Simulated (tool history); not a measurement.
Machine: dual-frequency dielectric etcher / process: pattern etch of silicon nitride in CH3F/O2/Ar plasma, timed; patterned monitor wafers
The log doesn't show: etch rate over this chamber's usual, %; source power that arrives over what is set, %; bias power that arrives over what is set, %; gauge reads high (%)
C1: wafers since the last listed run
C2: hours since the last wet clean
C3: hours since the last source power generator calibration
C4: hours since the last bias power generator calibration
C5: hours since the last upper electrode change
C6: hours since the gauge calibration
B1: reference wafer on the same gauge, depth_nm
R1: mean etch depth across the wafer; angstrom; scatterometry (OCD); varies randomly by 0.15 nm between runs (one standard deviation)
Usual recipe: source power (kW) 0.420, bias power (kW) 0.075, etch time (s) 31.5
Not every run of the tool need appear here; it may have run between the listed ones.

Run 1, hour 0.0: usual settings; C1 0; C2 76.9; C3 3455.9; C4 1508.8; C5 2696.6; C6 432.0; B1 21.21. Result: R1 233.5 angstrom.
At hour 29.6: bias power generator calibrated.
Run 2, hour 77.6: usual settings; C1 1016; C2 154.5; C3 3533.5; C4 48.0; C5 2774.2; C6 509.6; B1 21.14. Result: R1 231.7 angstrom.
Run 3, hour 145.6: usual settings; C1 939; C2 222.5; C3 3601.5; C4 116.0; C5 2842.2; C6 577.6; B1 21.16. Result: R1 233.2 angstrom.
Run 4, hour 252.6: usual settings but bias power (kW) 0.067; C1 1477; C2 329.5; C3 3708.5; C4 223.0; C5 2949.2; C6 684.6; B1 21.09. Result: R1 219.3 angstrom.
Run 5, hour 293.4: usual settings but bias power (kW) 0.067; C1 563; C2 370.3; C3 3749.3; C4 263.8; C5 2990.0; C6 725.4; B1 21.08. Result: R1 219.2 angstrom.
Run 6, hour 393.3: usual settings but source power (kW) 0.500, bias power (kW) 0.064; C1 1379; C2 470.2; C3 3849.2; C4 363.7; C5 3089.9; C6 825.3; B1 21.09. Result: R1 233.1 angstrom.
At hour 449.7: wet clean of the chamber.
Run 7, hour 483.3: usual settings but source power (kW) 0.500, bias power (kW) 0.064; C1 911; C2 33.6; C3 3939.2; C4 453.7; C5 3179.9; C6 915.3; B1 21.03. Result: R1 233.6 angstrom.
Run 8, hour 548.7: usual settings but source power (kW) 0.500, bias power (kW) 0.064; C1 903; C2 99.0; C3 4004.6; C4 519.1; C5 3245.3; C6 980.7; B1 21.01. Result: R1 231.1 angstrom.
Run 9, hour 606.2: usual settings but bias power (kW) 0.088; C1 794; C2 156.5; C3 4062.1; C4 576.6; C5 3302.8; C6 1038.2; B1 20.98. Result: R1 246.1 angstrom.
Run 10, hour 655.5: usual settings but bias power (kW) 0.088; C1 680; C2 205.8; C3 4111.4; C4 625.9; C5 3352.1; C6 1087.5; B1 20.96. Result: R1 246.3 angstrom.
Run 11, hour 722.5: usual settings but bias power (kW) 0.088; C1 925; C2 272.8; C3 4178.4; C4 692.9; C5 3419.1; C6 1154.5; B1 20.97. Result: R1 248.2 angstrom.
Run 12, hour 790.7: usual settings but etch time (s) 25.0; C1 941; C2 341.0; C3 4246.6; C4 761.1; C5 3487.3; C6 1222.7; B1 20.92. Result: R1 182.7 angstrom.
At hour 840.7: source power generator calibrated.
At hour 906.7: wet clean of the chamber.
Run 13, hour 907.2: usual settings but source power (kW) 0.340, bias power (kW) 0.089, etch time (s) 37.5; C1 1222; C2 0.5; C3 66.5; C4 877.6; C5 3603.8; C6 1339.2; B1 20.91. Result: R1 265.9 angstrom.
Run 14, hour 976.6: usual settings but source power (kW) 0.350, bias power (kW) 0.086, etch time (s) 39.5; C1 958; C2 69.9; C3 135.9; C4 947.0; C5 3673.2; C6 1408.6; B1 20.85. Result: R1 281.3 angstrom.
At hour 1057.0: upper electrode replaced.
Run 15, hour 1069.8: usual settings but source power (kW) 0.360, bias power (kW) 0.063, etch time (s) 41.0; C1 955; C2 163.1; C3 229.1; C4 1040.2; C5 12.8; C6 1501.8; B1 20.84. Result: R1 250.3 angstrom.
Run 16, hour 1127.7: usual settings but bias power (kW) 0.083, etch time (s) 37.5; C1 799; C2 221.0; C3 287.0; C4 1098.1; C5 70.7; C6 1559.7; B1 20.78. Result: R1 282.7 angstrom.
Run 17, hour 1226.5: usual settings; C1 1364; C2 319.8; C3 385.8; C4 1196.9; C5 169.5; C6 1658.5; B1 20.78. Result: R1 228.2 angstrom.
Run 18, hour 1304.1: usual settings but source power (kW) 0.330, bias power (kW) 0.070; C1 1071; C2 397.4; C3 463.4; C4 1274.5; C5 247.1; C6 1736.1; B1 20.75. Result: R1 193.3 angstrom.
At hour 1357.7: wet clean of the chamber.
Run 19, hour 1361.7: usual settings but source power (kW) 0.460, bias power (kW) 0.068, etch time (s) 34.0; C1 463; C2 4.0; C3 521.0; C4 1332.1; C5 304.7; C6 1793.7; B1 20.73. Result: R1 244.6 angstrom.
Run 20, hour 1436.4: usual settings but source power (kW) 0.360, bias power (kW) 0.087, etch time (s) 39.0; C1 1031; C2 78.7; C3 595.7; C4 1406.8; C5 379.4; C6 1868.4; B1 20.71. Result: R1 277.8 angstrom.
Run 21, hour 1544.2: usual settings but source power (kW) 0.350, bias power (kW) 0.088, etch time (s) 35.0; C1 1488; C2 186.5; C3 703.5; C4 1514.6; C5 487.2; C6 1976.2; B1 20.65. Result: R1 246.6 angstrom.
Run 22, hour 1601.4: usual settings but source power (kW) 0.350, bias power (kW) 0.086, etch time (s) 39.5; C1 789; C2 243.7; C3 760.7; C4 1571.8; C5 544.4; C6 2033.4; B1 20.66. Result: R1 276.9 angstrom.
At hour 1613.8: gauge calibrated.
Run 23, hour 1677.1: usual settings but source power (kW) 0.360, bias power (kW) 0.069, etch time (s) 40.5; C1 1045; C2 319.4; C3 836.4; C4 1647.5; C5 620.1; C6 63.3; B1 21.24. Result: R1 265.7 angstrom.
At hour 1726.5: bias power generator calibrated.
Run 24, hour 1781.2: usual settings; C1 1382; C2 423.5; C3 940.5; C4 54.7; C5 724.2; C6 167.4; B1 21.17. Result: R1 229.1 angstrom.
Run 25, hour 1861.4: usual settings; C1 1107; C2 503.7; C3 1020.7; C4 134.9; C5 804.4; C6 247.6; B1 21.17. Result: R1 229.0 angstrom.
At hour 1897.2: wet clean of the chamber.
Run 26, hour 1906.2: usual settings but source power (kW) 0.470, bias power (kW) 0.060, etch time (s) 25.5; C1 287; C2 9.0; C3 1065.5; C4 179.7; C5 849.2; C6 292.4; B1 21.16. Result: R1 179.4 angstrom.
Run 27, hour 2230.1: usual settings but bias power (kW) 0.094, etch time (s) 36.0; C1 4472; C2 332.9; C3 1389.4; C4 503.6; C5 1173.1; C6 616.3; B1 21.05. Result: R1 292.8 angstrom.
Run 28, hour 2293.7: usual settings but etch time (s) 39.5; C1 878; C2 396.5; C3 1453.0; C4 567.2; C5 1236.7; C6 679.9; B1 21.01. Result: R1 289.5 angstrom.
Run 29, hour 2339.6: usual settings but source power (kW) 0.460, bias power (kW) 0.068, etch time (s) 34.0; C1 633; C2 442.4; C3 1498.9; C4 613.1; C5 1282.6; C6 725.8; B1 20.99. Result: R1 247.7 angstrom.

Consider 4 possible next runs. They are alternatives, not a sequence: every one starts from the tool as it was left by run 29. What does each give?
Run A, hour 2340.0: usual settings but etch time (s) 23.5; C1 5; C2 442.8; C3 1499.3; C4 613.5; C5 1283.0; C6 726.2; B1 ?. Result: R1 ?.
Run B, hour 2340.0: usual settings but etch time (s) 24.5; C1 5; C2 442.8; C3 1499.3; C4 613.5; C5 1283.0; C6 726.2; B1 ?. Result: R1 ?.
Run C, hour 2340.0: usual settings but source power (kW) 0.470, bias power (kW) 0.058; C1 5; C2 442.8; C3 1499.3; C4 613.5; C5 1283.0; C6 726.2; B1 ?. Result: R1 ?.
Run D, hour 2340.0: usual settings but bias power (kW) 0.063, etch time (s) 34.5; C1 5; C2 442.8; C3 1499.3; C4 613.5; C5 1283.0; C6 726.2; B1 ?. Result: R1 ?.

run     B1     R1
  A  21.00  172.3
  B  21.00  179.6
  C  21.00  216.1
  D  21.00  232.9
Had the tool no hidden state, the same runs would have come out as:
run     R1
  A  174.8
  B  182.2
  C  219.2
  D  236.3
